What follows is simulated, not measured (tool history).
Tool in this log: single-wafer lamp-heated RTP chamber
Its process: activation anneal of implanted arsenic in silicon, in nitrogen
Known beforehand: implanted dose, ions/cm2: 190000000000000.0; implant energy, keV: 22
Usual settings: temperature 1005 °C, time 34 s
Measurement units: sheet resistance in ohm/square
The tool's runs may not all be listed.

| run | hour | temperature | time | wafers since the last listed run | wafers since the last pyrometer calibration | wafers since the reflector plate was cleaned | hours since the gauge calibration | read-back reference wafer on the same gauge, sheet resistance | sheet resistance |
|---|---|---|---|---|---|---|---|---|---|
| 1 | 0 | 1018 | 34 | 0 | 3482 | 6983 | 511.5 | 399.94 | 427.72 |
|  | 45.7 | reflector plate cleaned |
| 2 | 62.6 | 1018 | 34 | 1008 | 4490 | 312 | 574.1 | 399.87 | 428.87 |
| 3 | 123.4 | 1018 | 34 | 1123 | 5613 | 1435 | 634.9 | 400.13 | 429.5 |
|  | 213.7 | pyrometer window cleaned and pyrometer calibrated |
| 4 | 305.8 | 1022 | 34 | 3221 | 1700 | 4657 | 817.3 | 399.87 | 428.45 |
| 5 | 383.4 | 1022 | 34 | 1433 | 3134 | 6090 | 894.9 | 399.91 | 428.26 |
|  | 451.1 | reflector plate cleaned |
| 6 | 459.7 | 1005 | 25 | 1261 | 4395 | 159 | 971.2 | 400.02 | 432.01 |
| 7 | 539.3 | 1005 | 25 | 1470 | 5866 | 1629 | 1050.8 | 399.86 | 432.01 |
|  | 601.7 | pyrometer window cleaned and pyrometer calibrated |
| 8 | 613.9 | 1005 | 25 | 1230 | 226 | 2860 | 1125.4 | 399.94 | 431.4 |
| 9 | 685.5 | 1005 | 46 | 1322 | 1548 | 4182 | 1197 | 399.81 | 428.18 |
| 10 | 754.2 | 1005 | 46 | 1268 | 2817 | 5451 | 1265.7 | 399.82 | 428.88 |
| 11 | 793.1 | 996 | 34 | 718 | 3536 | 6170 | 1304.6 | 400.12 | 430.98 |
|  | 826.5 | reflector plate cleaned |
| 12 | 885.2 | 1005 | 34 | 1553 | 5089 | 1084 | 1396.7 | 400.07 | 429.95 |
| 13 | 974.3 | 1005 | 34 | 1645 | 6735 | 2729 | 1485.8 | 399.91 | 429.92 |
|  | 1026 | pyrometer window cleaned and pyrometer calibrated |
| 14 | 1033.9 | 1023 | 41 | 953 | 146 | 3683 | 1545.4 | 399.98 | 425.66 |
| 15 | 1119.9 | 1028 | 52 | 1588 | 1735 | 5271 | 1631.4 | 400.07 | 423.37 |
| 16 | 1168.3 | 1005 | 34 | 894 | 2629 | 6165 | 1679.8 | 399.85 | 430.66 |
|  | 1184.5 | gauge calibrated |
|  | 1186 | reflector plate cleaned |
| 17 | 1208.6 | 1005 | 47 | 596 | 3225 | 417 | 24.1 | 400.19 | 429.81 |
| 18 | 1275.9 | 1024 | 48 | 1243 | 4468 | 1660 | 91.4 | 400.1 | 425.72 |
| 19 | 1320.5 | 1005 | 34 | 823 | 5292 | 2483 | 136 | 400.01 | 429.98 |
| 20 | 1365 | 983 | 23 | 821 | 6114 | 3305 | 180.5 | 399.96 | 434.78 |
|  | 1486.4 | pyrometer window cleaned and pyrometer calibrated |
| 21 | 1522.6 | 984 | 15 | 2763 | 667 | 6069 | 338.1 | 400.2 | 436.18 |
|  | 1548.8 | reflector plate cleaned |
| 22 | 1592 | 1005 | 20 | 1134 | 1801 | 798 | 407.5 | 400.28 | 432.36 |
| 23 | 1648 | 1014 | 40 | 1034 | 2836 | 1832 | 463.5 | 400 | 428.23 |
| 24 | 1722.8 | 977 | 21 | 1381 | 4218 | 3214 | 538.3 | 399.92 | 434.06 |
| 25 | 1782.8 | 1032 | 54 | 1108 | 5326 | 4322 | 598.3 | 399.91 | 422.02 |
| 26 | 1867.7 | 1005 | 20 | 1568 | 6894 | 5890 | 683.2 | 399.96 | 432.85 |
|  | 1933.8 | pyrometer window cleaned and pyrometer calibrated |
| 27 | 1937.5 | 1005 | 34 | 1141 | 68 | 7032 | 753 | 400.08 | 429.75 |
|  | 1958.9 | reflector plate cleaned |
| 28 | 2028.3 | 997 | 21 | 1529 | 1597 | 1282 | 843.8 | 399.86 | 431.77 |
| 29 | 2113.2 | 1028 | 16 | 1568 | 3166 | 2850 | 928.7 | 399.88 | 431.79 |

What if the next run were any one of these 3? Each begins from the tool's condition after run 29:
| A | 2113.6 | 1005 | 48 | 7 | 3173 | 2857 | 929.1 | ? | ? |
| B | 2113.6 | 983 | 19 | 7 | 3173 | 2857 | 929.1 | ? | ? |
| C | 2113.6 | 992 | 28 | 7 | 3173 | 2857 | 929.1 | ? | ? |

| run | read-back reference wafer on the same gauge, sheet resistance | sheet resistance |
|---|---|---|
| A | 400.02 | 428.31 |
| B | 400.02 | 434.83 |
| C | 400.02 | 432.64 |
Take away the tool's hidden state, keep each run's random variation, and the runs would have read:
| run | sheet resistance |
|---|---|
| A | 428.31 |
| B | 434.83 |
| C | 432.64 |

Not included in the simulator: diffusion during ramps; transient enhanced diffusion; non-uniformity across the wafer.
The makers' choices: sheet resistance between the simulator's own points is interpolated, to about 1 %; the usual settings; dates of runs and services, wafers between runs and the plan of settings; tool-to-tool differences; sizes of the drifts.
